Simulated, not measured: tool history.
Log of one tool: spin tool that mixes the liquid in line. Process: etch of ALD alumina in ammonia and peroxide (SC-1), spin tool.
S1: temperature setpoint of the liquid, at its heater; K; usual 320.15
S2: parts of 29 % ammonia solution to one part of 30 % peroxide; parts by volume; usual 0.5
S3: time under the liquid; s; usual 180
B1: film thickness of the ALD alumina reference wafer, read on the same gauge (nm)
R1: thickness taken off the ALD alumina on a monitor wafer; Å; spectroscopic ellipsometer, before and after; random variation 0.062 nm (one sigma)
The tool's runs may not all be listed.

| run | hour | S1 | S2 | S3 | B1 | R1 |
|---|---|---|---|---|---|---|
| 1 | 0 | 320.15 | 0.5 | 180 | 89.97 | 126.5 |
|  | 2.4 | heated supply line repaired |
| 2 | 18 | 320.15 | 0.5 | 180 | 90.01 | 148.7 |
| 3 | 47.3 | 320.15 | 0.5 | 180 | 89.95 | 148.4 |
|  | 53.7 | ammonia flow meter replaced |
|  | 57.1 | thermometer replaced |
| 4 | 64.1 | 320.15 | 0.5 | 180 | 89.98 | 130 |
| 5 | 75.4 | 320.15 | 0.5 | 180 | 90.01 | 131.6 |
| 6 | 91 | 320.15 | 0.5 | 180 | 90.01 | 130.3 |
| 7 | 100.1 | 315.15 | 0.65 | 210 | 90.02 | 117.5 |
| 8 | 109 | 325.65 | 0.5 | 125 | 89.97 | 123.8 |
| 9 | 122.6 | 311.65 | 0.3 | 245 | 89.96 | 103.3 |
|  | 131.9 | gauge calibrated |
| 10 | 134 | 320.15 | 0.45 | 140 | 90 | 100.4 |
| 11 | 146.7 | 326.65 | 0.25 | 125 | 89.97 | 120.6 |
| 12 | 176.5 | 320.15 | 0.5 | 180 | 90.02 | 130.5 |
|  | 182.9 | new drum of ammonia solution connected |
| 13 | 193.7 | 326.15 | 0.4 | 180 | 89.97 | 177 |
| 14 | 204.3 | 312.65 | 0.3 | 180 | 90 | 81.1 |
| 15 | 215.9 | 317.65 | 0.5 | 150 | 89.99 | 94.3 |
| 16 | 226 | 320.15 | 0.5 | 180 | 90.05 | 130.5 |
| 17 | 243.8 | 324.15 | 0.5 | 255 | 89.96 | 231.1 |
| 18 | 261.4 | 320.15 | 0.7 | 100 | 90 | 75 |
| 19 | 279.3 | 320.15 | 0.5 | 180 | 89.96 | 130.2 |
| 20 | 297.3 | 315.65 | 0.5 | 265 | 90.06 | 147.3 |
| 21 | 312.2 | 329.15 | 0.4 | 135 | 90.05 | 155.7 |
| 22 | 326.3 | 325.65 | 0.5 | 125 | 89.99 | 122.6 |
| 23 | 339.6 | 320.15 | 0.5 | 265 | 90.07 | 189.8 |
| 24 | 350.2 | 327.65 | 0.7 | 250 | 89.94 | 280.3 |

Hidden state or all else? Some run-to-run changes of R1, split into what the settings, what came in and random variation would give without the hidden state, and what is left for the hidden state (with any gauge scatter that isn't in both results):
The hidden state here: liquid hotter than its thermometer reads (K); ammonia flow below the setpoint (%); temperature lost on the way to the wafer (K); ammonia solution weaker than its label (%); gauge reads high (%).
Run 1 -> 2: heated supply line repaired. R1 +22.2 Å: hidden state +22.2, all else +0.
Run 3 -> 4: ammonia flow meter replaced, thermometer replaced. R1 -18.4 Å: hidden state -17.7, all else -0.7.
Run 16 -> 17: S1 320.15 -> 324.15, S3 180 -> 255. R1 +100.6 Å: hidden state -0.7, all else +101.3.
Run 17 -> 18: S1 324.15 -> 320.15, S2 0.5 -> 0.7, S3 255 -> 100. R1 -156.1 Å: hidden state +0.8, all else -156.9.
